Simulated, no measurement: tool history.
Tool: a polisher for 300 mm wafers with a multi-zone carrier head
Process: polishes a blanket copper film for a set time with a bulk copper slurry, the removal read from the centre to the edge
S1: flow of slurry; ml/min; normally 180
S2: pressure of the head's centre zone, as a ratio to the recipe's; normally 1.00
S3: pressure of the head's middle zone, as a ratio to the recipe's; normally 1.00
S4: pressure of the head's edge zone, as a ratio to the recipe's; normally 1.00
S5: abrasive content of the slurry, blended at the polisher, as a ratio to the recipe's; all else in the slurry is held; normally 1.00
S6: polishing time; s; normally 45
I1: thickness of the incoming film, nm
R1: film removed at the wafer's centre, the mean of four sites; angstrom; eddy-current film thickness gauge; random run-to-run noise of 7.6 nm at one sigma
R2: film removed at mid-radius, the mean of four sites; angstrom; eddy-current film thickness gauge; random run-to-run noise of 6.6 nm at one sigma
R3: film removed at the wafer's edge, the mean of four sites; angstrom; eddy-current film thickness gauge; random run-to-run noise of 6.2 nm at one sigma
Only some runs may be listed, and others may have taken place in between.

run,day,S1,S2,S3,S4,S5,S6,I1,R1,R2,R3
1,0.000,180,1.00,1.00,0.90,1.00,45,2749.9,5003,5869,5392
2,0.442,180,1.00,1.00,1.00,1.05,45,2794.3,5103,5816,5729
3,0.800,130,1.00,1.00,1.00,1.15,45,2758.6,4705,5397,5506
# day 1.025: worn pad replaced by a new one
4,1.475,180,1.00,1.00,1.00,1.00,40,2828.6,4424,5098,4991
# day 1.788: centre zone pressure recalibrated
5,2.000,180,1.00,0.97,1.00,1.00,45,2766.7,5760,5613,5579
6,2.325,150,1.05,1.00,1.00,0.90,29,2813.6,3558,3517,3444
7,3.050,180,0.93,1.00,0.89,1.00,45,2815.3,5369,5734,5466
# day 3.121: slurry nozzle cleaned
8,3.554,180,1.00,1.00,1.00,1.00,45,2830.1,5645,5768,5636
9,3.808,180,1.00,1.00,0.90,1.00,45,2792.2,5699,5728,5404
10,4.196,180,1.00,1.00,1.00,1.10,45,2776.8,5824,5956,5764
# day 4.496: worn pad replaced by a new one
11,4.938,180,1.08,1.00,1.00,0.80,38,2820.0,4982,4620,4605
12,5.642,180,1.00,1.00,1.00,1.00,45,2775.4,5533,5632,5712
13,6.338,180,1.00,1.00,1.00,1.25,45,2825.1,5946,6048,6016
14,6.629,115,1.00,0.89,1.00,1.00,45,2791.9,4972,4673,5209
# day 6.925: carrier head's membrane replaced by a new one
15,7.133,180,1.00,1.00,1.00,1.00,45,2818.2,5522,5675,5646
# day 8.054: worn pad replaced by a new one
16,8.933,180,1.00,1.00,1.00,1.00,45,2808.4,5447,5752,5684
17,9.292,180,1.00,0.96,1.00,1.00,40,2781.7,4912,5056,5013
18,9.700,215,1.00,0.89,1.00,1.00,45,2774.6,5634,5293,5835
19,10.354,180,1.00,1.07,1.00,1.00,58,2761.5,7069,7959,7359
20,10.675,220,1.00,1.00,1.00,1.25,45,2741.8,6029,6073,6095
21,10.946,145,1.00,1.00,1.04,0.80,37,2751.7,4162,4345,4336

Each row is a separate what-if for the run after 21, all from the same tool condition, not one after another. Results?
A,10.962,180,1.10,1.00,1.00,1.00,45,2820.2,?,?,?
B,10.962,150,1.00,1.00,1.00,0.90,45,2820.2,?,?,?
C,10.962,180,1.00,0.94,1.00,0.80,53,2820.2,?,?,?
D,10.962,230,1.00,1.00,0.95,1.00,45,2820.2,?,?,?

run,R1,R2,R3
A,5963,5765,5670
B,5094,5451,5411
C,6098,6169,6393
D,5646,5987,5725
With no hidden state in the tool, these same runs would have given:
run,R1,R2,R3
A,6233,5763,5670
B,5326,5449,5411
C,6377,6168,6393
D,5904,5985,5725
